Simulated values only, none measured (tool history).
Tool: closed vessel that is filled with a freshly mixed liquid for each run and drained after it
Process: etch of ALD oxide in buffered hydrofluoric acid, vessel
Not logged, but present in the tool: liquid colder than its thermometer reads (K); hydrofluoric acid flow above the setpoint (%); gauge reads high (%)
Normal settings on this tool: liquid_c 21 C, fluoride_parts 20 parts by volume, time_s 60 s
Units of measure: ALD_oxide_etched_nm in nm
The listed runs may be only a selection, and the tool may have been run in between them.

run    hour  liquid_c  fluoride_parts  time_s  wafers since the last listed run  hours since the thermometer was replaced  hours since the hydrofluoric acid flow meter was replaced  hours since the gauge calibration  read-back film thickness of the ALD oxide reference wafer, read on the same gauge (nm)  ALD_oxide_etched_nm
  1       0        21              20      60                                 0                                    1625.5                                                      165.3                              882.4                                                                                      70                50.07
  2    35.5        21              20      60                              2597                                      1661                                                      200.8                              917.9                                                                                   70.01                 50.7
  3    69.1        21              20      60                              2458                                    1694.6                                                      234.4                              951.5                                                                                   69.98                 50.6
  4    97.5        21              20      60                              2078                                      1723                                                      262.8                              979.9                                                                                   70.01                49.94
      187.3  -- thermometer replaced
  5   203.3        25              20      60                              7669                                        16                                                      368.6                             1085.7                                                                                   69.99                68.04
      207.7  -- gauge calibrated
  6   237.5        25              20      60                              2502                                      50.2                                                      402.8                               29.8                                                                                   70.02                68.56
  7   271.1        21              20      60                              2458                                      83.8                                                      436.4                               63.4                                                                                      70                54.71
  8   296.9        21              20      60                              1887                                     109.6                                                      462.2                               89.2                                                                                   69.99                54.41
  9   325.7        21              17      60                              2107                                     138.4                                                        491                                118                                                                                      70                64.88
 10   348.2        21              20      60                              1646                                     160.9                                                      513.5                              140.5                                                                                   70.01                54.68
 11   381.1        21              20      60                              2407                                     193.8                                                      546.4                              173.4                                                                                      70                54.36
 12   413.3        21            25.5      60                              2356                                       226                                                      578.6                              205.6                                                                                      70                 45.3
 13   447.2        21            25.5      60                              2480                                     259.9                                                      612.5                              239.5                                                                                   70.02                 46.3
 14   468.4        21            25.5      60                              1551                                     281.1                                                      633.7                              260.7                                                                                   70.01                46.03
      483.2  -- hydrofluoric acid flow meter replaced
 15   501.7        21              20      60                              2363                                     314.4                                                       18.5                                294                                                                                      70                52.31
 16   524.6        26            22.5      80                              1675                                     337.3                                                       41.4                              316.9                                                                                      70                85.42
 17   548.8        21              20      60                              1770                                     361.5                                                       65.6                              341.1                                                                                      70                52.88
 18     576      22.5            14.5      30                              1990                                     388.7                                                       92.8                              368.3                                                                                   70.02                39.47
 19   598.3      18.5              20      60                              1631                                       411                                                      115.1                              390.6                                                                                   70.01                45.74
 20   626.4        21            13.5      60                              2056                                     439.1                                                      143.2                              418.7                                                                                   70.03                77.25
 21   652.2        21              20      85                              1887                                     464.9                                                        169                              444.5                                                                                   69.99                74.04
 22   676.2        19            16.5      80                              1756                                     488.9                                                        193                              468.5                                                                                   69.98                 75.6
 23   704.7        19              20      45                              2085                                     517.4                                                      221.5                                497                                                                                   70.03                35.25
 24   770.2        24              20      60                              4793                                     582.9                                                        287                              562.5                                                                                   69.98                62.35
 25   804.9      22.5              20      50                              2539                                     617.6                                                      321.7                              597.2                                                                                   70.01                47.59
 26   834.1        21            22.5      60                              2136                                     646.8                                                      350.9                              626.4                                                                                      70                48.19
 27     850        21              20      60                              1163                                     662.7                                                      366.8                              642.3                                                                                   70.01                 52.9
 28     869        21              20      60                              1390                                     681.7                                                      385.8                              661.3                                                                                      70                52.86
 29   886.2        21            22.5      60                              1258                                     698.9                                                        403                              678.5                                                                                   69.99                 48.3
 30   900.9      23.5            14.5      75                              1075                                     713.6                                                      417.7                              693.2                                                                                      70                104.6
 31   913.3        21              20      90                               907                                       726                                                      430.1                              705.6                                                                                   69.99                79.99
 32   940.2        17              20      60                              1968                                     752.9                                                        457                              732.5                                                                                   70.02                42.17
 33   954.3      22.5              20      35                              1031                                       767                                                      471.1                              746.6                                                                                   70.01                 33.9
 34   974.5      18.5              20      60                              1478                                     787.2                                                      491.3                              766.8                                                                                   70.02                46.35
 35  1008.1        21              20      60                              2458                                     820.8                                                      524.9                              800.4                                                                                      70                53.45

Run by run, hidden condition taken away, random variation retained:
run  ALD_oxide_etched_nm
  1                53.22
  2                53.82
  3                53.66
  4                52.89
  5                66.37
  6                66.81
  7                53.26
  8                52.92
  9                63.03
 10                53.09
 11                52.72
 12                44.52
 13                 45.5
 14                45.23
 15                53.19
 16                 86.9
 17                53.68
 18                40.02
 19                46.37
 20                78.24
 21                74.91
 22                76.45
 23                 35.6
 24                62.75
 25                47.85
 26                48.87
 27                53.13
 28                53.04
 29                48.97
 30               104.81
 31                80.16
 32                42.26
 33                 33.9
 34                46.38
 35                53.37
